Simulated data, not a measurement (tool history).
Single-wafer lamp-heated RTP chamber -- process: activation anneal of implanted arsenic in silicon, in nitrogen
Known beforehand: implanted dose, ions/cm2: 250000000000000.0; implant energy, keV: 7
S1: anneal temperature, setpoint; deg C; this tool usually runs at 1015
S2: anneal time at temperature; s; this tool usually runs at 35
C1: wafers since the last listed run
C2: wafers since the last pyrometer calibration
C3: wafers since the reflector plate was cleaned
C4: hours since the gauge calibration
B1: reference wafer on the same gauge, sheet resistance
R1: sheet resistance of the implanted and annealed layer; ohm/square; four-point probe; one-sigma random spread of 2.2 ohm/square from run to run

run 1 hour=0.0 | S1=1015 S2=35 | C1=0 C2=4477 C3=2252 C4=207.2 | B1=346.51 | R1=373.24
run 2 hour=25.1 | S1=1015 S2=35 | C1=340 C2=4818 C3=2593 C4=232.3 | B1=345.87 | R1=374.05
run 3 hour=55.5 | S1=1038 S2=35 | C1=412 C2=5231 C3=3005 C4=262.7 | B1=346.23 | R1=368.95
run 4 hour=85.7 | S1=1038 S2=35 | C1=409 C2=5640 C3=3415 C4=292.9 | B1=345.99 | R1=365.96
-- hour=103.8 pyrometer window cleaned and pyrometer calibrated
run 5 hour=117.8 | S1=1015 S2=44 | C1=327 C2=190 C3=3742 C4=325.0 | B1=346.61 | R1=370.98
run 6 hour=180.4 | S1=1015 S2=35 | C1=849 C2=1040 C3=4592 C4=387.6 | B1=346.02 | R1=372.15
run 7 hour=251.4 | S1=1015 S2=35 | C1=963 C2=2003 C3=5555 C4=458.6 | B1=345.71 | R1=378.67
run 8 hour=317.7 | S1=1015 S2=35 | C1=899 C2=2903 C3=6455 C4=524.9 | B1=345.71 | R1=378.15
run 9 hour=346.8 | S1=1015 S2=35 | C1=394 C2=3298 C3=6850 C4=554.0 | B1=346.17 | R1=377.37
run 10 hour=380.1 | S1=1015 S2=19 | C1=451 C2=3750 C3=7302 C4=587.3 | B1=345.76 | R1=388.66
-- hour=390.6 reflector plate cleaned
run 11 hour=421.1 | S1=1015 S2=35 | C1=447 C2=4197 C3=413 C4=628.3 | B1=346.24 | R1=375.28
run 12 hour=447.0 | S1=1015 S2=35 | C1=351 C2=4549 C3=765 C4=654.2 | B1=345.29 | R1=375.60
run 13 hour=474.2 | S1=1000 S2=35 | C1=369 C2=4918 C3=1134 C4=681.4 | B1=345.42 | R1=381.52
run 14 hour=514.4 | S1=1000 S2=35 | C1=545 C2=5463 C3=1680 C4=721.6 | B1=345.56 | R1=381.88
-- hour=578.3 pyrometer window cleaned and pyrometer calibrated
run 15 hour=584.6 | S1=1000 S2=35 | C1=844 C2=85 C3=2524 C4=791.8 | B1=345.81 | R1=380.90
run 16 hour=631.6 | S1=997 S2=18 | C1=637 C2=723 C3=3161 C4=838.8 | B1=346.05 | R1=391.69
run 17 hour=674.4 | S1=1040 S2=15 | C1=580 C2=1304 C3=3742 C4=881.6 | B1=345.78 | R1=380.63
run 18 hour=741.7 | S1=1015 S2=35 | C1=913 C2=2217 C3=4656 C4=948.9 | B1=345.99 | R1=375.10
run 19 hour=769.3 | S1=1034 S2=20 | C1=374 C2=2592 C3=5030 C4=976.5 | B1=346.69 | R1=375.40
run 20 hour=809.4 | S1=1015 S2=16 | C1=544 C2=3136 C3=5574 C4=1016.6 | B1=346.07 | R1=388.05
run 21 hour=875.6 | S1=991 S2=27 | C1=898 C2=4034 C3=6473 C4=1082.8 | B1=346.12 | R1=385.25
run 22 hour=937.8 | S1=1044 S2=35 | C1=844 C2=4878 C3=7317 C4=1145.0 | B1=346.66 | R1=363.27
-- hour=952.3 reflector plate cleaned
-- hour=954.1 pyrometer window cleaned and pyrometer calibrated
run 23 hour=999.6 | S1=1043 S2=14 | C1=705 C2=617 C3=617 C4=1206.8 | B1=346.59 | R1=377.51
run 24 hour=1034.3 | S1=1042 S2=42 | C1=470 C2=1088 C3=1088 C4=1241.5 | B1=346.53 | R1=357.96
run 25 hour=1074.7 | S1=990 S2=18 | C1=548 C2=1636 C3=1636 C4=1281.9 | B1=345.91 | R1=396.87
run 26 hour=1099.1 | S1=1027 S2=35 | C1=331 C2=1967 C3=1967 C4=1306.3 | B1=345.55 | R1=370.68
-- hour=1131.9 gauge calibrated
run 27 hour=1149.5 | S1=1015 S2=35 | C1=683 C2=2651 C3=2651 C4=17.6 | B1=345.49 | R1=373.97
run 28 hour=1204.9 | S1=994 S2=54 | C1=751 C2=3403 C3=3403 C4=73.0 | B1=346.39 | R1=374.60
run 29 hour=1244.1 | S1=1005 S2=15 | C1=531 C2=3935 C3=3935 C4=112.2 | B1=345.86 | R1=391.37
run 30 hour=1285.8 | S1=1015 S2=35 | C1=565 C2=4501 C3=4501 C4=153.9 | B1=345.87 | R1=373.16
run 31 hour=1338.0 | S1=1015 S2=35 | C1=708 C2=5209 C3=5209 C4=206.1 | B1=346.28 | R1=378.58
-- hour=1391.8 pyrometer window cleaned and pyrometer calibrated
run 32 hour=1396.6 | S1=1015 S2=35 | C1=686 C2=65 C3=5896 C4=264.7 | B1=346.07 | R1=371.88
run 33 hour=1445.8 | S1=1027 S2=15 | C1=667 C2=732 C3=6563 C4=313.9 | B1=345.89 | R1=386.33
-- hour=1487.6 reflector plate cleaned
run 34 hour=1605.4 | S1=1015 S2=35 | C1=2057 C2=2789 C3=1598 C4=473.5 | B1=346.22 | R1=377.84
run 35 hour=1674.2 | S1=1031 S2=20 | C1=933 C2=3723 C3=2532 C4=542.3 | B1=346.65 | R1=378.21
run 36 hour=1718.0 | S1=1015 S2=24 | C1=594 C2=4317 C3=3126 C4=586.1 | B1=344.82 | R1=381.34
run 37 hour=1780.0 | S1=1032 S2=54 | C1=841 C2=5159 C3=3967 C4=648.1 | B1=345.45 | R1=360.54

Run-by-run hidden state of the tool:
true wafer temperature minus pyrometer reading, K: 0, the same for each run
wafer temperature error from the tarnished reflector plate, K: 0, the same for each run
gauge reads high (%): 0, the same for each run

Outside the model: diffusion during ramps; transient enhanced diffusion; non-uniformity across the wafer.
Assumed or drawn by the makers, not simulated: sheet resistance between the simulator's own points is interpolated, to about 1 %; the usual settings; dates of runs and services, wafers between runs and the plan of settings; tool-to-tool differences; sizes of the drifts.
